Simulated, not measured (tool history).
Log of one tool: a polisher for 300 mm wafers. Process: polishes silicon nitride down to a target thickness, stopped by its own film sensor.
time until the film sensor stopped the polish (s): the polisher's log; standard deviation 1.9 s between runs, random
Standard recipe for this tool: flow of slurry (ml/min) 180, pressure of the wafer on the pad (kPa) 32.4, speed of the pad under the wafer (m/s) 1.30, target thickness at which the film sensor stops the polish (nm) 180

run   hour  flow of slurry (ml/min)  pressure of the wafer on the pad (kPa)  speed of the pad under the wafer (m/s)  target thickness at which the film sensor stops the polish (nm)  wafers since the last listed run  wafers polished on this pad  hours since the slurry nozzle was cleaned  hours since the head pressure was calibrated  incoming thickness of the incoming film, nm  time until the film sensor stopped the polish (s)
  1    0.0                      180                                    32.4                                    1.30                                                              180                                 0                          175                                      239.7                                         583.9                                        452.9                                              108.0
  2   16.6                      180                                    32.4                                    1.30                                                              180                                97                          273                                      256.3                                         600.5                                        464.9                                              116.7
      42.9  -- slurry nozzle cleaned
  3   48.3                      180                                    32.4                                    1.30                                                              180                               180                          454                                        5.4                                         632.2                                        460.2                                              103.2
      63.9  -- head pressure recalibrated
  4   77.2                      180                                    32.4                                    1.30                                                              180                               158                          612                                       34.3                                          13.3                                        465.8                                              110.3
  5   93.6                      180                                    32.4                                    1.30                                                              180                                96                          709                                       50.7                                          29.7                                        465.1                                              108.4
  6  106.5                      215                                    32.4                                    1.30                                                              180                                75                          785                                       63.6                                          42.6                                        457.4                                              105.0
  7  124.0                      215                                    32.4                                    1.30                                                              180                               103                          888                                       81.1                                          60.1                                        454.2                                              103.3
  8  151.7                      180                                    32.4                                    1.30                                                              180                               163                         1051                                      108.8                                          87.8                                        461.8                                              109.1
  9  187.1                      180                                    32.4                                    1.30                                                              180                               208                         1259                                      144.2                                         123.2                                        460.6                                              108.6
 10  219.2                      180                                    32.4                                    1.30                                                              180                               189                         1448                                      176.3                                         155.3                                        462.5                                              113.8
 11  235.7                      180                                    32.4                                    1.30                                                              180                                97                         1545                                      192.8                                         171.8                                        454.4                                              108.2
     251.8  -- worn pad replaced by a new one
 12  266.2                      180                                    32.4                                    1.30                                                              180                               156                           84                                      223.3                                         202.3                                        463.0                                              114.1
 13  281.8                      180                                    32.4                                    1.30                                                              180                                91                          176                                      238.9                                         217.9                                        455.4                                              111.4
 14  310.9                      180                                    29.0                                    1.30                                                              180                               171                          348                                      268.0                                         247.0                                        466.5                                              129.4
 15  334.5                      180                                    29.0                                    1.30                                                              180                               138                          487                                      291.6                                         270.6                                        454.7                                              125.1
     344.7  -- slurry nozzle cleaned
 16  351.3                      180                                    32.4                                    1.30                                                              180                                93                          580                                        6.6                                         287.4                                        459.0                                              106.6
 17  379.6                      220                                    32.4                                    1.16                                                              180                               166                          746                                       34.9                                         315.7                                        460.5                                              107.7
 18  413.9                      220                                    32.4                                    1.16                                                              180                               201                          948                                       69.2                                         350.0                                        460.2                                              111.6
 19  436.1                      220                                    32.4                                    1.16                                                              180                               130                         1079                                       91.4                                         372.2                                        457.9                                              111.5
 20  470.6                      180                                    21.4                                    1.14                                                               84                               203                         1282                                      125.9                                         406.7                                        456.4                                              219.8
 21  502.0                      220                                    32.4                                    1.16                                                              180                               184                         1467                                      157.3                                         438.1                                        454.5                                              111.8
 22  521.9                      235                                    32.4                                    1.30                                                              180                               117                         1584                                      177.2                                         458.0                                        465.2                                              107.8
     527.0  -- worn pad replaced by a new one
 23  553.4                      180                                    41.4                                    1.30                                                              180                               161                          155                                      208.7                                         489.5                                        464.7                                               94.1
 24  588.1                      120                                    32.4                                    1.30                                                              180                               204                          359                                      243.4                                         524.2                                        464.9                                              132.2
 25  607.5                      180                                    40.0                                    1.30                                                              243                               114                          473                                      262.8                                         543.6                                        469.2                                               80.7
     618.9  -- head pressure recalibrated
 26  642.3                      180                                    32.4                                    1.30                                                              245                               193                          667                                      297.6                                          23.4                                        466.0                                               93.5
     647.6  -- slurry nozzle cleaned
 27  665.0                      150                                    39.3                                    1.16                                                              278                               127                          794                                       17.4                                          46.1                                        457.7                                               65.7
 28  696.3                      180                                    32.4                                    1.30                                                              180                               184                          979                                       48.7                                          77.4                                        455.4                                              104.3
     752.8  -- worn pad replaced by a new one
 29  753.3                      155                                    32.4                                    1.30                                                              180                               312                            2                                      105.7                                         134.4                                        454.8                                              110.2
 30  774.6                      225                                    32.4                                    1.12                                                              180                               125                          128                                      127.0                                         155.7                                        455.1                                              110.7
 31  790.8                      180                                    32.4                                    1.54                                                              223                                95                          223                                      143.2                                         171.9                                        465.3                                               84.6
 32  826.0                      180                                    32.4                                    1.30                                                              180                               207                          430                                      178.4                                         207.1                                        453.2                                              108.5
 33  861.3                      180                                    32.4                                    1.30                                                              251                               207                          638                                      213.7                                         242.4                                        453.3                                               79.9
 34  883.5                      205                                    37.2                                    1.76                                                              274                               130                          769                                      235.9                                         264.6                                        459.4                                               53.0
 35  899.1                      235                                    40.0                                    1.70                                                              153                                91                          861                                      251.5                                         280.2                                        462.0                                               83.8
     925.3  -- slurry nozzle cleaned
 36  929.7                      180                                    32.4                                    1.42                                                              210                               174                         1035                                        4.4                                         310.8                                        460.2                                               90.7
 37  941.8                      180                                    32.4                                    1.30                                                              180                                71                         1106                                       16.5                                         322.9                                        457.0                                              106.0
 38  968.4                      180                                    40.7                                    1.30                                                              180                               156                         1263                                       43.1                                         349.5                                        466.0                                               90.1

Branching from run 38: 3 alternative next runs. What would each branch give?
  A  968.9                      135                                    32.4                                    1.30                                                              180                                 2                         1266                                       43.6                                         350.0                                        456.6                                                  ?
  B  968.9                      140                                    32.4                                    1.30                                                              235                                 2                         1266                                       43.6                                         350.0                                        456.6                                                  ?
  C  968.9                      235                                    32.4                                    0.98                                                              180                                 2                         1266                                       43.6                                         350.0                                        456.6                                                  ?

run  time until the film sensor stopped the polish (s)
  A                                              113.8
  B                                               90.4
  C                                              123.2
The same runs, with their run-to-run variation unchanged, on a tool lacking any hidden condition would have given:
run  time until the film sensor stopped the polish (s)
  A                                              112.4
  B                                               89.3
  C                                              122.4

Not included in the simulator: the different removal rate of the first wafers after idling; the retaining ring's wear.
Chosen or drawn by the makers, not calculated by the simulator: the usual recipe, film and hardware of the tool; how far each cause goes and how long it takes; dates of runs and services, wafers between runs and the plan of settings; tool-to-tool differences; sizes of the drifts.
